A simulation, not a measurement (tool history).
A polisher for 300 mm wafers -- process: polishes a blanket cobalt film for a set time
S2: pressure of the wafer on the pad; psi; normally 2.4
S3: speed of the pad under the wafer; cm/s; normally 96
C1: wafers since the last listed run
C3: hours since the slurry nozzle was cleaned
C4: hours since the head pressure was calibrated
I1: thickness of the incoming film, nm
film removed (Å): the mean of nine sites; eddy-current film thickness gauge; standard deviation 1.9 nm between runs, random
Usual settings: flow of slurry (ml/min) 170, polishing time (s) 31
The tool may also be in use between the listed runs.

Run 1, hour 0: usual settings but S2 2.6 psi, polishing time (s) 38; C1 0; wafers polished on this pad 1058; C3 36.4; C4 22.8; I1 695.2. Result: film removed (Å) 2048.
Run 2, hour 33.8: usual settings but flow of slurry (ml/min) 205; C1 314; wafers polished on this pad 1372; C3 70.2; C4 56.6; I1 701.7. Result: film removed (Å) 1586.
Run 3, hour 57.3: usual settings but flow of slurry (ml/min) 205; C1 218; wafers polished on this pad 1591; C3 93.7; C4 80.1; I1 706.5. Result: film removed (Å) 1572.
Run 4, hour 70.9: usual settings; C1 126; wafers polished on this pad 1717; C3 107.3; C4 93.7; I1 694.9. Result: film removed (Å) 1490.
At hour 80.9: worn pad replaced by a new one.
Run 5, hour 100.7: usual settings; C1 240; wafers polished on this pad 184; C3 137.1; C4 123.5; I1 695.2. Result: film removed (Å) 1492.
Run 6, hour 114.7: usual settings; C1 130; wafers polished on this pad 314; C3 151.1; C4 137.5; I1 712.6. Result: film removed (Å) 1500.
Run 7, hour 140.1: usual settings; C1 236; wafers polished on this pad 551; C3 176.5; C4 162.9; I1 692.2. Result: film removed (Å) 1501.
Run 8, hour 163.4: usual settings; C1 216; wafers polished on this pad 768; C3 199.8; C4 186.2; I1 684.4. Result: film removed (Å) 1451.
At hour 166.6: slurry nozzle cleaned.
Run 9, hour 177.6: usual settings but polishing time (s) 36; C1 122; wafers polished on this pad 890; C3 11; C4 200.4; I1 709. Result: film removed (Å) 1763.
Run 10, hour 207.7: usual settings; C1 280; wafers polished on this pad 1171; C3 41.1; C4 230.5; I1 692.9. Result: film removed (Å) 1536.
Run 11, hour 236.8: usual settings but S3 86 cm/s; C1 270; wafers polished on this pad 1442; C3 70.2; C4 259.6; I1 687.1. Result: film removed (Å) 1410.
Run 12, hour 252.3: usual settings; C1 144; wafers polished on this pad 1586; C3 85.7; C4 275.1; I1 703. Result: film removed (Å) 1536.
At hour 266.1: worn pad replaced by a new one.
Run 13, hour 269.5: usual settings; C1 122; wafers polished on this pad 31; C3 102.9; C4 292.3; I1 706.9. Result: film removed (Å) 1495.
Run 14, hour 285.4: usual settings; C1 148; wafers polished on this pad 179; C3 118.8; C4 308.2; I1 695.9. Result: film removed (Å) 1545.
Run 15, hour 320.3: usual settings; C1 324; wafers polished on this pad 504; C3 153.7; C4 343.1; I1 688.5. Result: film removed (Å) 1501.
Run 16, hour 347.3: usual settings; C1 251; wafers polished on this pad 756; C3 180.7; C4 370.1; I1 694.1. Result: film removed (Å) 1445.
At hour 381.7: slurry nozzle cleaned.
Run 17, hour 389.2: usual settings; C1 380; wafers polished on this pad 1136; C3 7.5; C4 412; I1 698.8. Result: film removed (Å) 1551.
Run 18, hour 408: usual settings; C1 175; wafers polished on this pad 1311; C3 26.3; C4 430.8; I1 703.2. Result: film removed (Å) 1532.
Run 19, hour 441.2: usual settings but S2 1.7 psi, S3 66 cm/s, polishing time (s) 26; C1 309; wafers polished on this pad 1620; C3 59.5; C4 464; I1 701.4. Result: film removed (Å) 742.
Run 20, hour 455.7: usual settings; C1 134; wafers polished on this pad 1755; C3 74; C4 478.5; I1 699.3. Result: film removed (Å) 1533.
At hour 479.1: worn pad replaced by a new one.
Run 21, hour 482.3: usual settings; C1 210; wafers polished on this pad 29; C3 100.6; C4 505.1; I1 707.9. Result: film removed (Å) 1525.
Run 22, hour 510.8: usual settings; C1 265; wafers polished on this pad 294; C3 129.1; C4 533.6; I1 701.6. Result: film removed (Å) 1513.
Run 23, hour 534.1: usual settings but flow of slurry (ml/min) 140, S3 116 cm/s, polishing time (s) 24; C1 216; wafers polished on this pad 511; C3 152.4; C4 556.9; I1 706.9. Result: film removed (Å) 1259.
Run 24, hour 566.9: usual settings; C1 305; wafers polished on this pad 817; C3 185.2; C4 589.7; I1 708.7. Result: film removed (Å) 1473.
At hour 589.6: slurry nozzle cleaned.
Run 25, hour 590: usual settings; C1 205; wafers polished on this pad 1022; C3 0.4; C4 612.8; I1 700.6. Result: film removed (Å) 1543.
At hour 613.4: head pressure recalibrated.
Run 26, hour 613.9: usual settings; C1 203; wafers polished on this pad 1226; C3 24.3; C4 0.5; I1 694.5. Result: film removed (Å) 1562.
Run 27, hour 638.4: usual settings but flow of slurry (ml/min) 200, S3 86 cm/s, polishing time (s) 41; C1 228; wafers polished on this pad 1454; C3 48.8; C4 25; I1 696.8. Result: film removed (Å) 1944.
At hour 663.4: worn pad replaced by a new one.
Run 28, hour 663.9: usual settings but S2 2.6 psi; C1 200; wafers polished on this pad 4; C3 74.3; C4 50.5; I1 699.7. Result: film removed (Å) 1707.
Run 29, hour 682.1: usual settings but S2 1.9 psi; C1 169; wafers polished on this pad 174; C3 92.5; C4 68.7; I1 699.1. Result: film removed (Å) 1200.
Run 30, hour 706.9: usual settings but S3 124 cm/s, polishing time (s) 28; C1 230; wafers polished on this pad 405; C3 117.3; C4 93.5; I1 699.7. Result: film removed (Å) 1641.
Run 31, hour 719.3: usual settings but flow of slurry (ml/min) 190, S2 1.7 psi, S3 126 cm/s; C1 115; wafers polished on this pad 520; C3 129.7; C4 105.9; I1 695.8. Result: film removed (Å) 1304.
Run 32, hour 749.9: usual settings but flow of slurry (ml/min) 150, S3 128 cm/s, polishing time (s) 24; C1 284; wafers polished on this pad 805; C3 160.3; C4 136.5; I1 710.3. Result: film removed (Å) 1344.
Run 33, hour 778.7: usual settings; C1 268; wafers polished on this pad 1073; C3 189.1; C4 165.3; I1 700.6. Result: film removed (Å) 1477.
At hour 781.7: slurry nozzle cleaned.
Run 34, hour 805.4: usual settings but S2 2.2 psi; C1 239; wafers polished on this pad 1312; C3 23.7; C4 192; I1 706.6. Result: film removed (Å) 1381.
Run 35, hour 840.3: usual settings but S2 3 psi, polishing time (s) 38; C1 324; wafers polished on this pad 1637; C3 58.6; C4 226.9; I1 701.6. Result: film removed (Å) 2296.
At hour 857.4: worn pad replaced by a new one.
Run 36, hour 862.6: usual settings but flow of slurry (ml/min) 150, S2 3.1 psi; C1 170; wafers polished on this pad 48; C3 80.9; C4 249.2; I1 693.5. Result: film removed (Å) 1915.
Run 37, hour 885.4: usual settings but S2 3 psi, S3 70 cm/s, polishing time (s) 39; C1 212; wafers polished on this pad 261; C3 103.7; C4 272; I1 693. Result: film removed (Å) 1957.

Consider 4 possible next runs. They are alternatives, not a sequence: every one starts from the tool as it was left by run 37. What does each give?
Run A, hour 885.8: usual settings but flow of slurry (ml/min) 120; C1 3; wafers polished on this pad 264; C3 104.1; C4 272.4; I1 692.9. Result: film removed (Å) ?.
Run B, hour 885.8: usual settings but S2 2 psi, S3 112 cm/s, polishing time (s) 35; C1 3; wafers polished on this pad 264; C3 104.1; C4 272.4; I1 692.9. Result: film removed (Å) ?.
Run C, hour 885.8: usual settings but flow of slurry (ml/min) 190, polishing time (s) 24; C1 3; wafers polished on this pad 264; C3 104.1; C4 272.4; I1 692.9. Result: film removed (Å) ?.
Run D, hour 885.8: usual settings but flow of slurry (ml/min) 195, S2 3.1 psi, polishing time (s) 24; C1 3; wafers polished on this pad 264; C3 104.1; C4 272.4; I1 692.9. Result: film removed (Å) ?.

run  film removed (Å)
  A              1383
  B              1556
  C              1181
  D              1532
With no hidden state in the tool, these same runs would have given:
run  film removed (Å)
  A              1414
  B              1580
  C              1197
  D              1552

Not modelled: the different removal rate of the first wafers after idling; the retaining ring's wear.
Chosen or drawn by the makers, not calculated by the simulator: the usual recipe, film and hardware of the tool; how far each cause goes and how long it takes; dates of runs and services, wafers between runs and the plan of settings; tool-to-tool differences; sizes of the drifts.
